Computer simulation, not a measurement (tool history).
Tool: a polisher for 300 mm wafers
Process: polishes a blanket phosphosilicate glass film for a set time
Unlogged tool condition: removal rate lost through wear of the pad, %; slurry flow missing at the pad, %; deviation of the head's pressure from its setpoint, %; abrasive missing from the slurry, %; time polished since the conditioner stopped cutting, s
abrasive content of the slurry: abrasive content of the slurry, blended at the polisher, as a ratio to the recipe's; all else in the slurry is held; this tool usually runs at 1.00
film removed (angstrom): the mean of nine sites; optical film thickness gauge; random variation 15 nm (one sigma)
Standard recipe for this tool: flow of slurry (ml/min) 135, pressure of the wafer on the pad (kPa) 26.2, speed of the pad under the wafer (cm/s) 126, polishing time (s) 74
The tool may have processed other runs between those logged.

| run | hour | flow of slurry (ml/min) | pressure of the wafer on the pad (kPa) | speed of the pad under the wafer (cm/s) | abrasive content of the slurry | polishing time (s) | wafers since the last listed run | wafers polished on this pad | hours since the slurry nozzle was cleaned | hours since the head pressure was calibrated | hours since the slurry blender was calibrated | hours since the conditioning disc was replaced | incoming thickness of the incoming film, nm | film removed (angstrom) |
|---|---|---|---|---|---|---|---|---|---|---|---|---|---|---|
| 1 | 0.0 | 135 | 26.2 | 126 | 1.00 | 74 | 0 | 552 | 758.8 | 207.8 | 117.2 | 154.1 | 3499.2 | 9290 |
| 2 | 17.2 | 135 | 26.2 | 126 | 1.00 | 74 | 238 | 791 | 776.0 | 225.0 | 134.4 | 171.3 | 3525.9 | 8932 |
| 3 | 26.5 | 135 | 26.2 | 126 | 1.00 | 74 | 128 | 920 | 785.3 | 234.3 | 143.7 | 180.6 | 3612.8 | 9121 |
|  | 37.3 | worn pad replaced by a new one |
| 4 | 40.1 | 135 | 26.2 | 126 | 1.00 | 74 | 133 | 39 | 798.9 | 247.9 | 157.3 | 194.2 | 3536.6 | 9102 |
| 5 | 51.1 | 135 | 26.2 | 126 | 1.00 | 74 | 152 | 191 | 809.9 | 258.9 | 168.3 | 205.2 | 3580.2 | 9111 |
| 6 | 64.9 | 135 | 26.2 | 126 | 1.00 | 74 | 191 | 382 | 823.7 | 272.7 | 182.1 | 219.0 | 3512.4 | 8998 |
| 7 | 76.0 | 135 | 26.2 | 126 | 1.00 | 74 | 153 | 536 | 834.8 | 283.8 | 193.2 | 230.1 | 3492.9 | 8924 |
|  | 83.3 | slurry nozzle cleaned |
|  | 110.0 | worn pad replaced by a new one |
|  | 120.1 | head pressure recalibrated |
| 8 | 120.6 | 135 | 26.2 | 126 | 1.00 | 74 | 520 | 119 | 37.3 | 0.5 | 237.8 | 274.7 | 3515.9 | 8872 |
|  | 124.4 | conditioning disc replaced and pad reconditioned |
| 9 | 136.3 | 135 | 26.2 | 126 | 1.00 | 74 | 189 | 308 | 53.0 | 16.2 | 253.5 | 11.9 | 3549.3 | 10258 |
| 10 | 144.4 | 135 | 26.2 | 126 | 1.00 | 74 | 112 | 421 | 61.1 | 24.3 | 261.6 | 20.0 | 3560.3 | 10174 |
| 11 | 158.5 | 120 | 26.2 | 108 | 1.00 | 49 | 195 | 616 | 75.2 | 38.4 | 275.7 | 34.1 | 3534.3 | 5671 |
| 12 | 168.0 | 135 | 29.6 | 126 | 0.90 | 57 | 131 | 748 | 84.7 | 47.9 | 285.2 | 43.6 | 3583.5 | 7597 |
| 13 | 180.8 | 135 | 26.2 | 168 | 1.20 | 74 | 177 | 925 | 97.5 | 60.7 | 298.0 | 56.4 | 3553.1 | 13055 |
|  | 187.1 | worn pad replaced by a new one |
| 14 | 191.1 | 175 | 31.0 | 126 | 1.25 | 92 | 87 | 55 | 107.8 | 71.0 | 308.3 | 66.7 | 3570.9 | 16407 |
|  | 204.6 | slurry blender recalibrated |
| 15 | 206.3 | 175 | 26.2 | 114 | 1.20 | 87 | 182 | 238 | 123.0 | 86.2 | 1.7 | 81.9 | 3550.7 | 12181 |
| 16 | 219.6 | 135 | 26.2 | 126 | 1.00 | 74 | 184 | 422 | 136.3 | 99.5 | 15.0 | 95.2 | 3574.4 | 9267 |
| 17 | 230.0 | 160 | 26.2 | 126 | 1.00 | 98 | 144 | 566 | 146.7 | 109.9 | 25.4 | 105.6 | 3603.7 | 12576 |
| 18 | 238.5 | 135 | 26.2 | 126 | 1.00 | 74 | 117 | 684 | 155.2 | 118.4 | 33.9 | 114.1 | 3605.0 | 9336 |
| 19 | 247.1 | 135 | 26.2 | 126 | 1.00 | 74 | 119 | 803 | 163.8 | 127.0 | 42.5 | 122.7 | 3615.6 | 9240 |

Run 20 has not been measured yet. What should we expect?
| 20 | 258.2 | 135 | 26.2 | 126 | 1.00 | 74 | 153 | 957 | 174.9 | 138.1 | 53.6 | 133.8 | 3617.6 | ? |

Run 20 yielded film removed (angstrom) 9164.
If the tool had no hidden condition, the same run with the same run-to-run variation would have returned film removed (angstrom) 10434.
